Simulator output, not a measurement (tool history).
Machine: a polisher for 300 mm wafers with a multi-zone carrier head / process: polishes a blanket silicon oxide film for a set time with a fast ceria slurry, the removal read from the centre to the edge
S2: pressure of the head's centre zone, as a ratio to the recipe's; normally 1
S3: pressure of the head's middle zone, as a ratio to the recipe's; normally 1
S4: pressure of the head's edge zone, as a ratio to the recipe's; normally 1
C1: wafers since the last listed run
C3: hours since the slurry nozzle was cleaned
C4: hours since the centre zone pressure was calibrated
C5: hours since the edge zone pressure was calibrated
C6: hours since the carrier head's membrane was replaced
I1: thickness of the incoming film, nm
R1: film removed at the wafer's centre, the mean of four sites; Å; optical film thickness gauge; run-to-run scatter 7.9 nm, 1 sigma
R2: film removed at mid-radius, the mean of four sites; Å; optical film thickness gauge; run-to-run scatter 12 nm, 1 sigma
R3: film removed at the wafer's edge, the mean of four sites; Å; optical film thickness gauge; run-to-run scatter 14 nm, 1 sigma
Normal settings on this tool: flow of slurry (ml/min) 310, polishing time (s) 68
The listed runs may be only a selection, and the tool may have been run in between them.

run 1 hour=0 | flow_of_slurry_(ml/min)=310 S2=1 S3=0.94 S4=1.04 polishing_time_(s)=68 | C1=0 wafers_polished_on_this_pad=3512 C3=52.3 C4=543.7 C5=589.8 C6=432.5 | I1=2806.5 | R1=10290 R2=10033 R3=11216
-- hour=20 worn pad replaced by a new one
run 2 hour=61.2 | flow_of_slurry_(ml/min)=310 S2=1 S3=0.94 S4=1.04 polishing_time_(s)=68 | C1=612 wafers_polished_on_this_pad=440 C3=113.5 C4=604.9 C5=651 C6=493.7 | I1=2791.8 | R1=10569 R2=10248 R3=11502
-- hour=109.5 edge zone pressure recalibrated
run 3 hour=264 | flow_of_slurry_(ml/min)=310 S2=1 S3=1 S4=1 polishing_time_(s)=68 | C1=2150 wafers_polished_on_this_pad=2591 C3=316.3 C4=807.7 C5=154.5 C6=696.5 | I1=2846.1 | R1=10321 R2=10641 R3=10865
-- hour=343.4 worn pad replaced by a new one
run 4 hour=557.9 | flow_of_slurry_(ml/min)=310 S2=1 S3=1 S4=1 polishing_time_(s)=68 | C1=3104 wafers_polished_on_this_pad=2296 C3=610.2 C4=1101.6 C5=448.4 C6=990.4 | I1=2753.1 | R1=9992 R2=10520 R3=10928
-- hour=598.3 centre zone pressure recalibrated
run 5 hour=598.8 | flow_of_slurry_(ml/min)=310 S2=1 S3=1 S4=1 polishing_time_(s)=68 | C1=416 wafers_polished_on_this_pad=2713 C3=651.1 C4=0.5 C5=489.3 C6=1031.3 | I1=2761.6 | R1=10520 R2=10358 R3=10616
-- hour=623.4 slurry nozzle cleaned
run 6 hour=689.1 | flow_of_slurry_(ml/min)=310 S2=1 S3=1 S4=1 polishing_time_(s)=68 | C1=956 wafers_polished_on_this_pad=3669 C3=65.7 C4=90.8 C5=579.6 C6=1121.6 | I1=2801.4 | R1=10381 R2=10537 R3=11074
-- hour=694.3 edge zone pressure recalibrated
-- hour=702 worn pad replaced by a new one
-- hour=764.8 carrier head's membrane replaced by a new one
run 7 hour=785.2 | flow_of_slurry_(ml/min)=310 S2=1 S3=1 S4=1 polishing_time_(s)=68 | C1=911 wafers_polished_on_this_pad=837 C3=161.8 C4=186.9 C5=90.9 C6=20.4 | I1=2800.9 | R1=10667 R2=10862 R3=10923
run 8 hour=848.9 | flow_of_slurry_(ml/min)=310 S2=1 S3=1 S4=1 polishing_time_(s)=68 | C1=682 wafers_polished_on_this_pad=1519 C3=225.5 C4=250.6 C5=154.6 C6=84.1 | I1=2726.7 | R1=10787 R2=10699 R3=11226
run 9 hour=1081.8 | flow_of_slurry_(ml/min)=310 S2=1 S3=1 S4=1 polishing_time_(s)=68 | C1=2493 wafers_polished_on_this_pad=4013 C3=458.4 C4=483.5 C5=387.5 C6=317 | I1=2824.8 | R1=10411 R2=10366 R3=10830
-- hour=1112.2 worn pad replaced by a new one
run 10 hour=1149.6 | flow_of_slurry_(ml/min)=310 S2=1 S3=1 S4=1 polishing_time_(s)=68 | C1=683 wafers_polished_on_this_pad=400 C3=526.2 C4=551.3 C5=455.3 C6=384.8 | I1=2785.1 | R1=10658 R2=10952 R3=11270
run 11 hour=1197.6 | flow_of_slurry_(ml/min)=310 S2=1 S3=1 S4=1 polishing_time_(s)=68 | C1=513 wafers_polished_on_this_pad=914 C3=574.2 C4=599.3 C5=503.3 C6=432.8 | I1=2791.4 | R1=10532 R2=10845 R3=10941
run 12 hour=1293.1 | flow_of_slurry_(ml/min)=205 S2=1 S3=1 S4=1 polishing_time_(s)=68 | C1=1022 wafers_polished_on_this_pad=1937 C3=669.7 C4=694.8 C5=598.8 C6=528.3 | I1=2790.7 | R1=9924 R2=10182 R3=10572
run 13 hour=1381.8 | flow_of_slurry_(ml/min)=400 S2=0.96 S3=1.06 S4=0.89 polishing_time_(s)=68 | C1=949 wafers_polished_on_this_pad=2886 C3=758.4 C4=783.5 C5=687.5 C6=617 | I1=2825.4 | R1=10089 R2=11370 R3=10469
-- hour=1388.4 slurry nozzle cleaned
-- hour=1392.1 edge zone pressure recalibrated
-- hour=1429.1 worn pad replaced by a new one
run 14 hour=1441.8 | flow_of_slurry_(ml/min)=310 S2=1 S3=0.94 S4=1 polishing_time_(s)=68 | C1=567 wafers_polished_on_this_pad=136 C3=53.4 C4=843.5 C5=49.7 C6=677 | I1=2766.1 | R1=10509 R2=10364 R3=11090
run 15 hour=1485.2 | flow_of_slurry_(ml/min)=310 S2=1.05 S3=0.94 S4=1.08 polishing_time_(s)=55 | C1=464 wafers_polished_on_this_pad=601 C3=96.8 C4=886.9 C5=93.1 C6=720.4 | I1=2789.5 | R1=8800 R2=8328 R3=9463
run 16 hour=1541.2 | flow_of_slurry_(ml/min)=310 S2=1 S3=1 S4=1 polishing_time_(s)=68 | C1=599 wafers_polished_on_this_pad=1200 C3=152.8 C4=942.9 C5=149.1 C6=776.4 | I1=2804.7 | R1=10171 R2=10798 R3=11185
run 17 hour=1596.6 | flow_of_slurry_(ml/min)=205 S2=0.9 S3=1.07 S4=1 polishing_time_(s)=68 | C1=593 wafers_polished_on_this_pad=1793 C3=208.2 C4=998.3 C5=204.5 C6=831.8 | I1=2771.5 | R1=8757 R2=10736 R3=10681
run 18 hour=1653 | flow_of_slurry_(ml/min)=310 S2=1.03 S3=0.89 S4=1 polishing_time_(s)=75 | C1=603 wafers_polished_on_this_pad=2397 C3=264.6 C4=1054.7 C5=260.9 C6=888.2 | I1=2828.9 | R1=11269 R2=10609 R3=12139
run 19 hour=1735.2 | flow_of_slurry_(ml/min)=310 S2=1 S3=1 S4=1 polishing_time_(s)=68 | C1=880 wafers_polished_on_this_pad=3277 C3=346.8 C4=1136.9 C5=343.1 C6=970.4 | I1=2793 | R1=9901 R2=10679 R3=10890
-- hour=1769.1 worn pad replaced by a new one
run 20 hour=1774.6 | flow_of_slurry_(ml/min)=415 S2=0.89 S3=1 S4=1.1 polishing_time_(s)=68 | C1=379 wafers_polished_on_this_pad=59 C3=386.2 C4=1176.3 C5=382.5 C6=1009.8 | I1=2765.8 | R1=9308 R2=11085 R3=11995
-- hour=1832.1 centre zone pressure recalibrated
run 21 hour=1858 | flow_of_slurry_(ml/min)=395 S2=1.09 S3=1 S4=1 polishing_time_(s)=68 | C1=871 wafers_polished_on_this_pad=930 C3=469.6 C4=25.9 C5=465.9 C6=1093.2 | I1=2805.6 | R1=11955 R2=10731 R3=10850

Consider 4 possible next runs. They are alternatives, not a sequence: every one starts from the tool as it was left by run 21. What does each give?
run A hour=1858.4 | flow_of_slurry_(ml/min)=310 S2=1 S3=1 S4=1 polishing_time_(s)=68 | C1=4 wafers_polished_on_this_pad=935 C3=470 C4=26.3 C5=466.3 C6=1093.6 | I1=2783.8 | R1=? R2=? R3=?
run B hour=1858.4 | flow_of_slurry_(ml/min)=310 S2=0.89 S3=1.04 S4=1 polishing_time_(s)=91 | C1=4 wafers_polished_on_this_pad=935 C3=470 C4=26.3 C5=466.3 C6=1093.6 | I1=2783.8 | R1=? R2=? R3=?
run C hour=1858.4 | flow_of_slurry_(ml/min)=345 S2=1.12 S3=1 S4=1 polishing_time_(s)=53 | C1=4 wafers_polished_on_this_pad=935 C3=470 C4=26.3 C5=466.3 C6=1093.6 | I1=2783.8 | R1=? R2=? R3=?
run D hour=1858.4 | flow_of_slurry_(ml/min)=395 S2=0.88 S3=1.1 S4=0.89 polishing_time_(s)=68 | C1=4 wafers_polished_on_this_pad=935 C3=470 C4=26.3 C5=466.3 C6=1093.6 | I1=2783.8 | R1=? R2=? R3=?

run=A R1=10662 R2=10740 R3=10915
run=B R1=12691 R2=14866 R3=14599
run=C R1=9406 R2=8440 R3=8565
run=D R1=9579 R2=11881 R3=10473
With no hidden state in the tool, these same runs would have given:
run=A R1=10972 R2=11099 R3=11280
run=B R1=13059 R2=15364 R3=15087
run=C R1=9680 R2=8723 R3=8852
run=D R1=9857 R2=12278 R3=10823
